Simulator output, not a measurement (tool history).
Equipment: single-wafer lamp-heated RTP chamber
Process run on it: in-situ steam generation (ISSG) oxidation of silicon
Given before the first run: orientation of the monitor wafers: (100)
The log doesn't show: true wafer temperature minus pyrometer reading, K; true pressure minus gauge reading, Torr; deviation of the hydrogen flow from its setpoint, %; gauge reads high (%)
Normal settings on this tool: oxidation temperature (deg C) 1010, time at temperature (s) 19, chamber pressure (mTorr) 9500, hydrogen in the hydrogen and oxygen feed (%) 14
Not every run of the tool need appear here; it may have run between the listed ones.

| run | hour | oxidation temperature (deg C) | time at temperature (s) | chamber pressure (mTorr) | hydrogen in the hydrogen and oxygen feed (%) | wafers since the last listed run | wafers since the last pyrometer calibration | hours since the pressure gauge was zeroed | hours since the hydrogen flow controller was replaced | hours since the gauge calibration | read-back reference wafer on the same gauge, thickness | oxide thickness on the monitor wafer (angstrom) |
|---|---|---|---|---|---|---|---|---|---|---|---|---|
| 1 | 0 | 1010 | 16 | 9500 | 14 | 0 | 4267 | 1474.2 | 2721.2 | 1205.3 | 6.475 | 50.52 |
|  | 30.7 | gauge calibrated |
| 2 | 35.3 | 1010 | 16 | 9500 | 14 | 518 | 4785 | 1509.5 | 2756.5 | 4.6 | 6.474 | 51.02 |
| 3 | 100.5 | 999 | 19 | 9500 | 14 | 957 | 5743 | 1574.7 | 2821.7 | 69.8 | 6.477 | 53.38 |
|  | 143.2 | pyrometer window cleaned and pyrometer calibrated |
| 4 | 168.2 | 999 | 19 | 9500 | 14 | 876 | 367 | 1642.4 | 2889.4 | 137.5 | 6.465 | 51.71 |
| 5 | 232.4 | 999 | 19 | 9500 | 14 | 943 | 1310 | 1706.6 | 2953.6 | 201.7 | 6.471 | 52.14 |
| 6 | 267.8 | 1010 | 14 | 9500 | 14 | 519 | 1830 | 1742 | 2989 | 237.1 | 6.477 | 46.83 |
| 7 | 293.4 | 1010 | 14 | 9500 | 14 | 376 | 2206 | 1767.6 | 3014.6 | 262.7 | 6.469 | 46.68 |
| 8 | 319.7 | 1010 | 14 | 9500 | 14 | 386 | 2592 | 1793.9 | 3040.9 | 289 | 6.474 | 47.15 |
| 9 | 349.2 | 1010 | 19 | 8500 | 14 | 433 | 3025 | 1823.4 | 3070.4 | 318.5 | 6.468 | 55.35 |
| 10 | 396.6 | 1010 | 19 | 8500 | 14 | 696 | 3722 | 1870.8 | 3117.8 | 365.9 | 6.471 | 54.6 |
| 11 | 429.5 | 1010 | 25 | 9500 | 14 | 483 | 4205 | 1903.7 | 3150.7 | 398.8 | 6.468 | 63.03 |
| 12 | 457.6 | 1010 | 25 | 9500 | 14 | 412 | 4618 | 1931.8 | 3178.8 | 426.9 | 6.465 | 63.17 |
| 13 | 526.1 | 1010 | 19 | 9500 | 14 | 1006 | 5624 | 2000.3 | 3247.3 | 495.4 | 6.47 | 56.09 |
|  | 550.3 | pyrometer window cleaned and pyrometer calibrated |
| 14 | 588.4 | 1010 | 19 | 9500 | 14 | 797 | 560 | 2062.6 | 3309.6 | 557.7 | 6.472 | 54.2 |
|  | 623.1 | hydrogen flow controller replaced |
| 15 | 635.4 | 1010 | 16 | 9500 | 14 | 572 | 1133 | 2109.6 | 12.3 | 604.7 | 6.47 | 49.64 |
| 16 | 699.6 | 1010 | 19 | 9500 | 14 | 943 | 2076 | 2173.8 | 76.5 | 668.9 | 6.479 | 54.57 |
| 17 | 748.4 | 1028 | 22 | 9000 | 11 | 716 | 2792 | 2222.6 | 125.3 | 717.7 | 6.467 | 60.82 |
| 18 | 773.9 | 1001 | 19 | 10200 | 14 | 374 | 3167 | 2248.1 | 150.8 | 743.2 | 6.474 | 52.21 |
| 19 | 819.3 | 1010 | 19 | 8900 | 14 | 666 | 3834 | 2293.5 | 196.2 | 788.6 | 6.47 | 54.78 |
| 20 | 851.3 | 1010 | 16 | 9500 | 14 | 470 | 4304 | 2325.5 | 228.2 | 820.6 | 6.471 | 50.98 |
|  | 980.2 | pressure gauge zeroed |
|  | 1009.1 | pyrometer window cleaned and pyrometer calibrated |
| 21 | 1009.6 | 1029 | 19 | 10000 | 14 | 2090 | 7 | 29.4 | 386.5 | 978.9 | 6.475 | 58.53 |
| 22 | 1046.4 | 1010 | 19 | 9500 | 14 | 540 | 548 | 66.2 | 423.3 | 1015.7 | 6.472 | 53.54 |
| 23 | 1084.4 | 1010 | 19 | 8900 | 11 | 558 | 1106 | 104.2 | 461.3 | 1053.7 | 6.47 | 51.97 |
|  | 1089.3 | gauge calibrated |
| 24 | 1142.4 | 1000 | 19 | 8200 | 14 | 851 | 1958 | 162.2 | 519.3 | 53.1 | 6.467 | 52.25 |
| 25 | 1199.8 | 1023 | 12 | 8800 | 14 | 843 | 2801 | 219.6 | 576.7 | 110.5 | 6.473 | 46.07 |
| 26 | 1233.9 | 998 | 19 | 9500 | 19 | 500 | 3302 | 253.7 | 610.8 | 144.6 | 6.467 | 55.64 |
| 27 | 1286.5 | 1010 | 19 | 9500 | 11 | 772 | 4074 | 306.3 | 663.4 | 197.2 | 6.475 | 52.47 |
| 28 | 1311.7 | 997 | 19 | 10200 | 14 | 370 | 4445 | 331.5 | 688.6 | 222.4 | 6.47 | 51.65 |
| 29 | 1343.3 | 1004 | 13 | 9500 | 14 | 464 | 4909 | 363.1 | 720.2 | 254 | 6.468 | 45.03 |
|  | 1434.3 | pyrometer window cleaned and pyrometer calibrated |
| 30 | 1540.8 | 1010 | 19 | 9500 | 14 | 2783 | 1563 | 560.6 | 917.7 | 451.5 | 6.467 | 54.11 |
| 31 | 1582.8 | 1002 | 17 | 9500 | 14 | 616 | 2180 | 602.6 | 959.7 | 493.5 | 6.472 | 50.01 |
| 32 | 1634.2 | 1010 | 26 | 9500 | 19 | 755 | 2935 | 654 | 1011.1 | 544.9 | 6.465 | 67.57 |

3 ways to go on from here, each from the tool as it stands after run 32. What would each give?
| A | 1634.6 | 1010 | 19 | 9500 | 14 | 5 | 2941 | 654.4 | 1011.5 | 545.3 | ? | ? |
| B | 1634.6 | 1010 | 19 | 10200 | 14 | 5 | 2941 | 654.4 | 1011.5 | 545.3 | ? | ? |
| C | 1634.6 | 1021 | 19 | 8000 | 23 | 5 | 2941 | 654.4 | 1011.5 | 545.3 | ? | ? |

| run | read-back reference wafer on the same gauge, thickness | oxide thickness on the monitor wafer (angstrom) |
|---|---|---|
| A | 6.466 | 53.85 |
| B | 6.466 | 53.28 |
| C | 6.466 | 64 |
Take away the tool's hidden state, keep each run's random variation, and the runs would have read:
| run | oxide thickness on the monitor wafer (angstrom) |
|---|---|
| A | 53.31 |
| B | 52.74 |
| C | 63.31 |
